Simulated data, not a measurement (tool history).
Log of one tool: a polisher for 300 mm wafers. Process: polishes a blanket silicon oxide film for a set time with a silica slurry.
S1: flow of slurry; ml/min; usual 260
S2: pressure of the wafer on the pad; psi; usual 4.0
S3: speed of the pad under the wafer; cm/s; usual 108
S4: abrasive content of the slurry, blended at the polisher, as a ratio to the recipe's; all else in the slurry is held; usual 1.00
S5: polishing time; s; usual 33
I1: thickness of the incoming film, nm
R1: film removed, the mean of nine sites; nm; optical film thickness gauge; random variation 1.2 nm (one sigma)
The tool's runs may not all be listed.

run    hour   S1   S2   S3    S4  S5      I1     R1
  1     0.0  205  4.0  108  1.00  33  1519.3   94.8
       19.0  -- slurry nozzle cleaned
  2    60.4  260  4.0  108  1.00  33  1524.8   97.6
  3   115.5  260  4.0  108  1.00  33  1532.3   96.8
      215.1  -- conditioning disc replaced and pad reconditioned
      273.0  -- slurry blender recalibrated
      360.5  -- worn pad replaced by a new one
  4   385.2  260  4.0   82  0.80  33  1520.1   76.3
      416.4  -- head pressure recalibrated
  5   465.8  260  4.0   82  0.80  33  1533.8   74.9
  6   567.6  260  4.0   82  0.80  33  1559.6   75.6
      656.9  -- conditioning disc replaced and pad reconditioned
  7   682.5  260  4.0  108  1.00  33  1526.1  104.6
      704.4  -- slurry blender recalibrated
      737.9  -- slurry nozzle cleaned
      747.8  -- worn pad replaced by a new one
  8   784.9  215  4.0  108  1.00  33  1515.9   97.6
  9   838.6  260  4.0  108  1.00  27  1535.2   79.7
      928.1  -- head pressure recalibrated
     1127.9  -- conditioning disc replaced and pad reconditioned
 10  1135.9  260  4.0  132  1.00  42  1540.0  152.5
     1167.3  -- slurry blender recalibrated
     1180.5  -- worn pad replaced by a new one, of another model than before
 11  1212.1  285  4.0  108  1.00  33  1511.6  102.3
 12  1266.0  225  4.4  108  1.25  28  1537.4   90.7
 13  1323.0  190  4.8  108  0.75  43  1507.8  130.7
 14  1387.4  260  4.0  108  1.00  33  1536.4   99.9
 15  1490.2  260  3.2  108  1.00  33  1560.6   88.2
     1495.3  -- head pressure recalibrated
     1529.9  -- slurry nozzle cleaned
     1545.0  -- conditioning disc replaced and pad reconditioned
     1584.3  -- worn pad replaced by a new one
     1584.5  -- slurry blender recalibrated
 16  1594.9  260  4.0  108  1.00  33  1530.9  100.7
 17  1652.2  260  4.0  108  1.00  33  1518.1  100.0
 18  1797.4  295  4.0  108  1.30  43  1512.4  136.3
 19  1836.3  260  4.0  108  1.00  33  1514.0   98.1
     1930.5  -- conditioning disc replaced and pad reconditioned
 20  1943.9  260  2.7  108  0.80  33  1539.3   80.5
     1985.0  -- worn pad replaced by a new one
     1988.9  -- slurry blender recalibrated
 21  2019.7  175  4.0   96  0.80  44  1540.5  118.7
     2070.7  -- head pressure recalibrated
 22  2072.1  295  4.5  108  1.00  26  1504.9   86.3

Forecast each of these 5 alternatives for the next run:
  A  2072.5  260  4.0  108  1.00  33  1506.1   ?
  B  2072.5  340  4.8   98  1.00  33  1506.1   ?
  C  2072.5  220  4.0  140  0.80  38  1506.1   ?
  D  2072.5  330  4.0  108  1.00  33  1506.1   ?
  E  2072.5  185  4.0  134  0.75  33  1506.1   ?

run     R1
  A  100.2
  B  107.6
  C  123.2
  D  101.6
  E  102.0
Without the tool's hidden state the same runs would have given:
run     R1
  A  104.4
  B  112.3
  C  129.2
  D  105.9
  E  106.8
